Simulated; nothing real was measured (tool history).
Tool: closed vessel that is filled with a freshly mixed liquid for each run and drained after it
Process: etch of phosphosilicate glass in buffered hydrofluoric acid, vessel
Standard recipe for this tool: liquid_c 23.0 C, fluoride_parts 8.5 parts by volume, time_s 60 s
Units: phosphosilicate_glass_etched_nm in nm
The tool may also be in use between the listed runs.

run,hour,liquid_c,fluoride_parts,time_s,wafers since the last listed run,hours since the thermometer was replaced,hours since the hydrofluoric acid flow meter was replaced,hours since the gauge calibration,"read-back film thickness of the phosphosilicate glass reference wafer, read on the same gauge (nm)",phosphosilicate_glass_etched_nm
1,0.0,23.0,8.5,60,0,1910.0,1932.8,269.1,50.00,252.48
2,9.7,23.0,8.5,60,769,1919.7,1942.5,278.8,49.98,252.70
3,55.0,23.0,8.5,60,3595,1965.0,1987.8,324.1,50.01,253.35
4,105.6,19.5,6.5,60,4016,2015.6,2038.4,374.7,50.01,266.99
5,116.1,19.5,6.5,60,833,2026.1,2048.9,385.2,50.00,268.75
6,125.1,19.5,6.5,60,714,2035.1,2057.9,394.2,50.02,268.51
7,136.3,23.0,8.5,60,888,2046.3,2069.1,405.4,50.01,251.41
8,145.8,23.0,8.5,60,754,2055.8,2078.6,414.9,49.98,251.93
# hour 152.2: gauge calibrated
9,159.5,23.0,8.5,60,1087,2069.5,2092.3,7.3,50.00,251.11
10,168.7,23.0,7.5,60,730,2078.7,2101.5,16.5,50.00,276.81
# hour 175.2: thermometer replaced
11,178.8,23.0,7.5,60,722,3.6,2111.6,26.6,50.01,277.32
12,194.6,23.0,8.5,60,1254,19.4,2127.4,42.4,50.01,251.42
# hour 204.2: hydrofluoric acid flow meter replaced
13,211.4,23.0,5.5,60,1254,36.2,7.2,59.2,50.01,424.71
14,224.7,23.0,8.5,60,1055,49.5,20.5,72.5,50.01,278.55
15,240.3,26.0,8.5,35,1238,65.1,36.1,88.1,49.99,191.76
16,255.3,28.0,7.5,75,1190,80.1,51.1,103.1,50.00,522.95
17,273.8,23.0,7.5,30,1468,98.6,69.6,121.6,50.00,159.93
18,282.4,23.0,8.5,50,682,107.2,78.2,130.2,50.01,232.44
19,292.5,18.5,5.5,60,801,117.3,88.3,140.3,49.98,329.55
20,309.3,21.0,10.5,60,1333,134.1,105.1,157.1,50.01,209.10
21,323.2,25.5,5.5,75,1103,148.0,119.0,171.0,49.99,602.42
22,334.5,23.0,8.5,60,896,159.3,130.3,182.3,50.01,277.04
23,350.7,23.0,10.5,60,1285,175.5,146.5,198.5,50.00,233.19

Here are 3 independent what-if runs from the current tool condition. What would each one return?
A,351.4,23.0,8.5,60,55,176.2,147.2,199.2,?,?
B,351.4,21.5,8.5,60,55,176.2,147.2,199.2,?,?
C,351.4,18.5,8.5,45,55,176.2,147.2,199.2,?,?

run,"read-back film thickness of the phosphosilicate glass reference wafer, read on the same gauge (nm)",phosphosilicate_glass_etched_nm
A,49.99,279.21
B,49.99,257.05
C,49.99,162.99
Stripped of hidden state, with their random variation kept, the same runs would have yielded:
run,phosphosilicate_glass_etched_nm
A,282.67
B,260.24
C,165.01

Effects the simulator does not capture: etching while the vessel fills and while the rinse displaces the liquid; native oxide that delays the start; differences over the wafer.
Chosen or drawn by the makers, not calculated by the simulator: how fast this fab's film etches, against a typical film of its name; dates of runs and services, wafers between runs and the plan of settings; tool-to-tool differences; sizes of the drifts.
